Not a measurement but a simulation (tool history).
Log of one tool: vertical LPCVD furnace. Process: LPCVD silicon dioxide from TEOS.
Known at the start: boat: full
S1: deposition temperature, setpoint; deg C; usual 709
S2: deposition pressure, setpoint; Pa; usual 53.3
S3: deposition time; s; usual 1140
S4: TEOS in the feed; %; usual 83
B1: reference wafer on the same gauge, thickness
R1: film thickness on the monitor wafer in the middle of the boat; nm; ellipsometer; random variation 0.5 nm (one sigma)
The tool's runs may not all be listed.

run    hour   S1    S2    S3  S4      B1      R1
  1       0  709  53.3  1140  83  230.89  239.67
  2      70  709  53.3  1140  83   231.1  240.47
  3   123.4  709  53.3  1140  75  231.08  228.42
  4   183.6  709  53.3  1140  83  230.83  239.78
  5   248.7  709  53.3  1140  83  230.94  240.79
  6   282.7  709  53.3  1140  83  231.09  240.95
  7   325.4  709  53.3  1140  83  230.93  240.33
  8   356.8  714  42.7  1140  83  230.97  240.39
  9   407.7  714  42.7  1140  83  230.83  240.84
 10   433.4  714  42.7  1140  83  230.92  241.01
 11   463.3  709    60  1050  83  231.07  234.85
 12   525.4  709    60  1050  83  230.92  234.51
 13   583.1  709  53.3  1140  83  230.93  240.86
 14   646.7  709  49.3  1140  72  231.11  215.88
 15   696.5  709  53.3   810  83  231.03  171.47
 16   732.9  709  53.3  1140  83  231.07  241.58
 17   784.2  720  53.3  1140  76  231.09   295.3
      820.6  -- thermocouples replaced and temperature profile calibrated
 18   822.2  713  53.3  1140  94     231  284.89
 19   892.5  702    64  1140  95  231.19   244.4
 20     944  720    66  1140  83  231.09  348.32
       1016  -- TEOS flow controller replaced
       1021  -- gauge calibrated
     1032.9  -- pressure gauge zeroed
 21  1033.4  709  53.3  1140  83  231.07  244.85
 22    1120  709  53.3  1140  83  230.96  244.42
     1166.1  -- thermocouples replaced and temperature profile calibrated, repeated, since the last time left the tool worse
 23  1166.6  709  59.3  1140  83  231.03  250.68
 24  1222.5  709  53.3  1140  83  231.07  238.01
 25  1273.3  709  53.3   690  83  231.01  143.73
 26  1330.6  709  48.7   750  83  230.84  149.21
 27  1395.6  709  53.3   960  83  230.89  200.87
 28  1458.7  700  49.3  1350  93  230.82  233.88
 29  1497.2  709    60  1140  83  231.15  252.63
 30  1544.9  704  53.3   750  70  230.98   128.8

Hidden state or all else? Some run-to-run changes of R1, split into what the settings, what came in and random variation would give without the hidden state, and what is left for the hidden state (with any gauge scatter that isn't in both results):
The hidden state here: true tube temperature minus thermocouple reading, K; true pressure minus gauge reading, mTorr; deviation of the TEOS flow from its setpoint, %; gauge reads high (%).
Run 17 -> 18: S1 720 -> 713, S4 76 -> 94, thermocouples replaced and temperature profile calibrated. R1 -10.41 nm: hidden state +4.04, all else -14.45.
Run 19 -> 20: S1 702 -> 720, S2 64 -> 66, S4 95 -> 83. R1 +103.92 nm: hidden state +2.76, all else +101.16.
Run 20 -> 21: S1 720 -> 709, S2 66 -> 53.3, TEOS flow controller replaced, gauge calibrated, pressure gauge zeroed. R1 -103.47 nm: hidden state -2.65, all else -100.82.
Run 22 -> 23: S2 53.3 -> 59.3, thermocouples replaced and temperature profile calibrated, repeated, since the last time left the tool worse. R1 +6.26 nm: hidden state -7.01, all else +13.27.
Run 29 -> 30: S1 709 -> 704, S2 60 -> 53.3, S3 1140 -> 750, S4 83 -> 70. R1 -123.83 nm: hidden state -0.35, all else -123.48.

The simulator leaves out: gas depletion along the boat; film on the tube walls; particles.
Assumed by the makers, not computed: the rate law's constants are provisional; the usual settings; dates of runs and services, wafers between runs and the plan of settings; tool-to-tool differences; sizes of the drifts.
